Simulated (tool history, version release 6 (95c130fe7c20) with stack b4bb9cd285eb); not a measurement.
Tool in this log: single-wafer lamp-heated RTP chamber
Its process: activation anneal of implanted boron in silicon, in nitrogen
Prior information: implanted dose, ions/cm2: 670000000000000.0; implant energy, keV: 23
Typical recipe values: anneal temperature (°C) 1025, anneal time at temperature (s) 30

run,hour,anneal temperature (°C),anneal time at temperature (s),"read-back reference wafer on the same gauge, sheet resistance",sheet resistance of the implanted and annealed layer (ohm/square)
1,0.0,1025,41,190.06,174.72
2,27.4,1025,30,190.16,174.71
# hour 56.3: pyrometer window cleaned and pyrometer calibrated
3,57.1,1025,30,189.86,176.05
4,86.8,1025,30,190.00,175.59
5,102.8,1025,30,189.91,175.65
6,137.7,1033,34,190.09,174.72
7,167.0,1033,34,189.91,174.20
8,196.5,1033,34,189.92,173.89
# hour 209.8: gauge calibrated
9,212.1,1025,30,189.95,175.33
10,230.5,1025,30,190.05,175.32
11,243.4,1025,30,189.98,175.14
# hour 260.2: pyrometer window cleaned and pyrometer calibrated
# hour 264.5: reflector plate cleaned
12,275.9,1025,30,190.11,176.00
13,298.6,1025,30,190.01,175.95
14,313.7,1025,39,189.93,175.04
15,332.3,1025,39,190.07,175.25
16,348.2,1041,39,190.02,173.66
17,366.0,1025,39,189.98,174.77
18,382.7,1036,37,189.91,173.85
19,413.1,1053,30,189.96,173.45
20,442.9,1008,16,190.05,178.34
21,478.0,1016,30,190.06,175.23
22,496.5,1052,30,190.04,173.65
# hour 518.5: pyrometer window cleaned and pyrometer calibrated
23,531.8,1017,13,190.01,178.78
24,545.5,1025,30,190.06,175.97
25,561.2,1053,43,190.19,172.88
26,581.4,1025,24,189.84,176.29
27,601.9,1025,20,189.95,176.24
28,626.1,999,35,189.97,179.54
29,638.4,1025,30,189.94,175.69
30,668.8,1025,46,189.95,174.26

Had the tool no unlogged condition, and each run kept its random variation, what would the results have been?
Unlogged tool condition in this case: true wafer temperature minus pyrometer reading, K; wafer temperature error from the tarnished reflector plate, K; gauge reads high (%).
run,sheet resistance of the implanted and annealed layer (ohm/square)
1,175.77
2,175.85
3,176.18
4,175.88
5,176.02
6,175.17
7,174.77
8,174.59
9,176.24
10,176.31
11,176.18
12,176.20
13,176.28
14,175.44
15,175.75
16,174.08
17,175.45
18,174.44
19,173.98
20,180.37
21,176.74
22,174.43
23,178.93
24,176.15
25,173.05
26,176.66
27,176.72
28,181.06
29,176.35
30,175.09
